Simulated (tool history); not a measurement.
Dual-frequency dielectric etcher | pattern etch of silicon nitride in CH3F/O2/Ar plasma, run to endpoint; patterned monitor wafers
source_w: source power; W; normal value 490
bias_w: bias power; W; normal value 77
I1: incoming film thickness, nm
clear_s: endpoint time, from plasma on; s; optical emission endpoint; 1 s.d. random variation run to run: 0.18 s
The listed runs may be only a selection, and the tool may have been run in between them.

{"run": 1, "hour": 0.0, "source_w": 490, "bias_w": 70, "I1": 33.49, "clear_s": 42.3}
{"run": 2, "hour": 6.7, "source_w": 420, "bias_w": 87, "I1": 32.64, "clear_s": 39.8}
{"hour": 35.4, "done": "wet clean of the chamber"}
{"run": 3, "hour": 44.3, "source_w": 420, "bias_w": 87, "I1": 32.82, "clear_s": 39.2}
{"hour": 69.7, "done": "upper electrode replaced, of another model than before"}
{"run": 4, "hour": 70.2, "source_w": 420, "bias_w": 87, "I1": 32.86, "clear_s": 40.6}
{"run": 5, "hour": 70.5, "source_w": 490, "bias_w": 77, "I1": 32.65, "clear_s": 39.0}
{"run": 6, "hour": 86.8, "source_w": 490, "bias_w": 77, "I1": 32.88, "clear_s": 39.6}
{"hour": 94.1, "done": "source power generator calibrated"}
{"run": 7, "hour": 102.7, "source_w": 490, "bias_w": 77, "I1": 32.92, "clear_s": 39.7}
{"run": 8, "hour": 113.5, "source_w": 560, "bias_w": 77, "I1": 32.67, "clear_s": 37.9}
{"run": 9, "hour": 121.3, "source_w": 560, "bias_w": 77, "I1": 33.09, "clear_s": 38.3}
{"run": 10, "hour": 134.2, "source_w": 560, "bias_w": 77, "I1": 32.97, "clear_s": 38.2}
{"run": 11, "hour": 148.1, "source_w": 490, "bias_w": 71, "I1": 32.48, "clear_s": 39.8}
{"hour": 155.2, "done": "bias power generator calibrated"}
{"run": 12, "hour": 159.5, "source_w": 490, "bias_w": 71, "I1": 32.91, "clear_s": 40.4}
{"run": 13, "hour": 167.1, "source_w": 440, "bias_w": 69, "I1": 32.96, "clear_s": 41.5}
{"run": 14, "hour": 179.4, "source_w": 490, "bias_w": 71, "I1": 32.81, "clear_s": 40.6}
{"run": 15, "hour": 191.9, "source_w": 370, "bias_w": 82, "I1": 32.79, "clear_s": 42.6}
{"run": 16, "hour": 199.5, "source_w": 590, "bias_w": 69, "I1": 33.08, "clear_s": 39.0}
{"run": 17, "hour": 205.6, "source_w": 530, "bias_w": 71, "I1": 33.2, "clear_s": 39.9}
{"run": 18, "hour": 213.3, "source_w": 490, "bias_w": 77, "I1": 33.09, "clear_s": 40.2}
{"run": 19, "hour": 221.2, "source_w": 560, "bias_w": 94, "I1": 33.3, "clear_s": 38.0}
{"run": 20, "hour": 232.6, "source_w": 490, "bias_w": 77, "I1": 33.15, "clear_s": 40.5}
{"run": 21, "hour": 245.5, "source_w": 490, "bias_w": 85, "I1": 33.18, "clear_s": 40.0}
{"run": 22, "hour": 253.3, "source_w": 490, "bias_w": 88, "I1": 33.29, "clear_s": 39.8}
{"run": 23, "hour": 269.5, "source_w": 490, "bias_w": 65, "I1": 32.83, "clear_s": 41.4}
{"run": 24, "hour": 281.0, "source_w": 550, "bias_w": 77, "I1": 32.95, "clear_s": 39.0}
{"run": 25, "hour": 288.8, "source_w": 560, "bias_w": 64, "I1": 32.94, "clear_s": 39.8}
{"run": 26, "hour": 305.8, "source_w": 590, "bias_w": 77, "I1": 33.2, "clear_s": 38.7}
{"run": 27, "hour": 318.3, "source_w": 460, "bias_w": 66, "I1": 32.86, "clear_s": 42.0}
{"run": 28, "hour": 327.5, "source_w": 430, "bias_w": 88, "I1": 33.05, "clear_s": 40.9}
{"run": 29, "hour": 341.0, "source_w": 490, "bias_w": 77, "I1": 33.12, "clear_s": 40.9}
{"run": 30, "hour": 356.8, "source_w": 490, "bias_w": 77, "I1": 32.5, "clear_s": 40.0}
{"run": 31, "hour": 374.0, "source_w": 550, "bias_w": 93, "I1": 32.92, "clear_s": 37.8}
{"run": 32, "hour": 380.4, "source_w": 490, "bias_w": 77, "I1": 33.29, "clear_s": 41.0}
{"run": 33, "hour": 394.7, "source_w": 490, "bias_w": 71, "I1": 32.75, "clear_s": 40.7}
{"run": 34, "hour": 411.3, "source_w": 560, "bias_w": 66, "I1": 33.33, "clear_s": 40.3}

Below, some changes in clear_s between adjacent runs. For each, the amount present without the hidden state too (settings, incoming material, random variation) and the amount remaining for the hidden state with gauge scatter not shared by both compared results:
Hidden state at play: etch rate over this chamber's usual, %; source power that arrives over what is set, %; bias power that arrives over what is set, %.
Run 2 -> 3: wet clean of the chamber. clear_s -0.6 s: hidden state -0.8, all else +0.2.
Run 15 -> 16: source_w 370 -> 590, bias_w 82 -> 69. clear_s -3.6 s: hidden state -0.1, all else -3.5.
Run 26 -> 27: source_w 590 -> 460, bias_w 77 -> 66. clear_s +3.3 s: hidden state +0.2, all else +3.1.
Run 31 -> 32: source_w 550 -> 490, bias_w 93 -> 77. clear_s +3.2 s: hidden state +0.2, all else +3.0.

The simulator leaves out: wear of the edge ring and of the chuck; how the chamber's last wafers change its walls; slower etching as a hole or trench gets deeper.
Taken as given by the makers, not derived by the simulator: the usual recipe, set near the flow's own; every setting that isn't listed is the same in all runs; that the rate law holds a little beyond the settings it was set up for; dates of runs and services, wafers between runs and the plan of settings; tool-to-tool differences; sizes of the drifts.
